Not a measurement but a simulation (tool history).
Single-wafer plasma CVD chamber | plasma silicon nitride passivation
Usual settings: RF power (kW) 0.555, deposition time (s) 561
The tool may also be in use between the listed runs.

| run | day | RF power (kW) | deposition time (s) | wafers since the last listed run | hours since the last RF generator calibration | hours since the showerhead was replaced | hours since the gauge calibration | read-back reference wafer on the same gauge, thickness_nm | mean film thickness on the monitor wafer (Å) |
|---|---|---|---|---|---|---|---|---|---|
| 1 | 0.000 | 0.645 | 561 | 0 | 1598.7 | 5601.2 | 393.9 | 923.194 | 8847.99 |
| 2 | 1.425 | 0.645 | 561 | 164 | 1632.9 | 5635.4 | 428.1 | 923.026 | 8865.34 |
| 3 | 2.875 | 0.515 | 561 | 167 | 1667.7 | 5670.2 | 462.9 | 922.873 | 8161.98 |
| 4 | 3.571 | 0.470 | 561 | 80 | 1684.4 | 5686.9 | 479.6 | 923.005 | 7887.97 |
| 5 | 4.658 | 0.470 | 561 | 125 | 1710.5 | 5713.0 | 505.7 | 923.267 | 7920.87 |
| 6 | 7.562 | 0.530 | 561 | 335 | 1780.2 | 5782.7 | 575.4 | 922.816 | 8220.45 |
|  | 7.908 | showerhead replaced |
| 7 | 8.667 | 0.555 | 643 | 88 | 1806.7 | 18.2 | 601.9 | 922.864 | 9577.76 |
| 8 | 9.346 | 0.555 | 643 | 78 | 1823.0 | 34.5 | 618.2 | 922.497 | 9596.42 |
|  | 9.579 | gauge calibrated |
| 9 | 10.254 | 0.615 | 529 | 104 | 1844.8 | 56.3 | 16.2 | 922.687 | 8141.08 |
| 10 | 11.667 | 0.635 | 505 | 162 | 1878.7 | 90.2 | 50.1 | 922.970 | 7880.22 |
|  | 12.125 | RF generator calibrated |
| 11 | 12.167 | 0.555 | 561 | 19 | 1.0 | 102.2 | 62.1 | 923.061 | 8612.53 |
| 12 | 15.867 | 0.555 | 505 | 426 | 89.8 | 191.0 | 150.9 | 923.261 | 7741.59 |
| 13 | 17.067 | 0.635 | 623 | 138 | 118.6 | 219.8 | 179.7 | 923.119 | 9973.90 |
| 14 | 18.196 | 0.660 | 458 | 130 | 145.7 | 246.9 | 206.8 | 923.089 | 7435.21 |
| 15 | 19.292 | 0.555 | 561 | 126 | 172.0 | 273.2 | 233.1 | 922.510 | 8621.93 |
| 16 | 20.650 | 0.630 | 561 | 156 | 204.6 | 305.8 | 265.7 | 923.252 | 8978.26 |
| 17 | 21.679 | 0.660 | 481 | 118 | 229.3 | 330.5 | 290.4 | 923.436 | 7826.20 |

4 ways to go on from here, each from the tool as it stands after run 17. What would each give?
| A | 21.704 | 0.555 | 645 | 2 | 229.9 | 331.1 | 291.0 | ? | ? |
| B | 21.704 | 0.585 | 597 | 2 | 229.9 | 331.1 | 291.0 | ? | ? |
| C | 21.704 | 0.555 | 623 | 2 | 229.9 | 331.1 | 291.0 | ? | ? |
| D | 21.704 | 0.455 | 561 | 2 | 229.9 | 331.1 | 291.0 | ? | ? |

| run | read-back reference wafer on the same gauge, thickness_nm | mean film thickness on the monitor wafer (Å) |
|---|---|---|
| A | 923.011 | 9859.47 |
| B | 923.011 | 9292.15 |
| C | 923.011 | 9523.17 |
| D | 923.011 | 7999.16 |
Without the tool's hidden state the same runs would have given:
| run | mean film thickness on the monitor wafer (Å) |
|---|---|
| A | 9890.32 |
| B | 9321.23 |
| C | 9552.98 |
| D | 8024.19 |
